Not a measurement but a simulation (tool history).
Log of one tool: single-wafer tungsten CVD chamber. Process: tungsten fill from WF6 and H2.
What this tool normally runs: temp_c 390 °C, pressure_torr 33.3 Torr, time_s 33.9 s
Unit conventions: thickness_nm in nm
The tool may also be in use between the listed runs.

run    hour  temp_c  pressure_torr  time_s  read-back reference wafer on the same gauge, thickness_nm  thickness_nm
  1       0     390           37.2    33.9                                                    103.453        90.306
  2   102.2     390           37.2    33.9                                                     103.38        90.772
  3   136.1     390           33.3    33.9                                                    103.341        86.996
  4   170.6     390           33.3    33.9                                                    103.397        87.606
  5   195.2     390           33.3    33.9                                                    103.642        87.361
  6   218.1     390           33.3    33.9                                                    103.522        87.394
  7   293.4     390           33.3    33.9                                                     103.27        87.198
  8   326.1     390           33.3    33.9                                                     103.38        87.344
  9   346.9     390           33.3    33.9                                                    103.343        87.374
 10   372.8     390           33.3    36.9                                                    103.329        95.231
      395.6  -- capacitance manometer re-zeroed and calibrated
 11   463.5     390           33.3    33.9                                                    103.469        87.681
 12   485.4     394           33.3    33.9                                                    103.296        95.334
 13   590.8     394           33.3    33.9                                                     103.39        96.037
 14   621.2     394           33.3    33.9                                                    103.305        95.846
 15   639.5     394           30.7    27.4                                                    103.223        75.162
 16   653.7     402           40.4    28.6                                                     103.52       101.944
 17   687.1     381           33.3    33.9                                                    103.484        71.733
      788.1  -- showerhead replaced
 18   788.6     386           38.9    29.4                                                    103.492         73.79
 19     812     376             40    33.9                                                    103.595        68.379
 20   840.8     380           28.8    28.4                                                    103.493        55.598
      855.6  -- thermocouple changed; heater temperature recalibrated
 21   866.9     390           33.3    33.9                                                     103.47        85.629
      868.2  -- gauge calibrated
 22   898.9     390           33.3    33.9                                                    103.158        86.579
 23   932.9     390           40.8    33.9                                                    103.501        92.912
 24   993.3     405           40.6    39.1                                                     103.33       147.004
 25  1026.3     402           33.3    33.9                                                    103.335       111.998
 26  1058.6     390           37.2    33.9                                                    103.449        90.167
 27  1092.2     394           29.5    28.5                                                    103.487        76.193
 28  1113.2     376           28.5    29.8                                                    103.453        53.002
 29  1141.3     386           38.9    29.4                                                    103.393        73.212
 30  1166.8     384           33.3    33.9                                                    103.406        75.895
 31  1187.7     390           33.3    33.9                                                    103.403        87.671
 32  1212.1     390           33.3    30.1                                                     103.33        77.815
 33  1237.2     390           33.3    33.9                                                    103.274        87.224
 34  1271.4     403           28.1    33.9                                                     103.48       108.183
 35  1306.6     390           33.3    33.9                                                     103.44        87.601

Below are 3 alternative next runs, each starting from the tool's condition after run 35. Predict each:
  A  1307     390           33.3    33.9                                                          ?             ?
  B  1307     382           39.3    36.9                                                          ?             ?
  C  1307     398             28    30.3                                                          ?             ?

run  read-back reference wafer on the same gauge, thickness_nm  thickness_nm
  A                                                    103.231        87.161
  B                                                    103.231        84.086
  C                                                    103.231        87.097
Without the tool's unlogged condition, the same runs would have read:
run  thickness_nm
  A        86.042
  B        82.951
  C        86.008
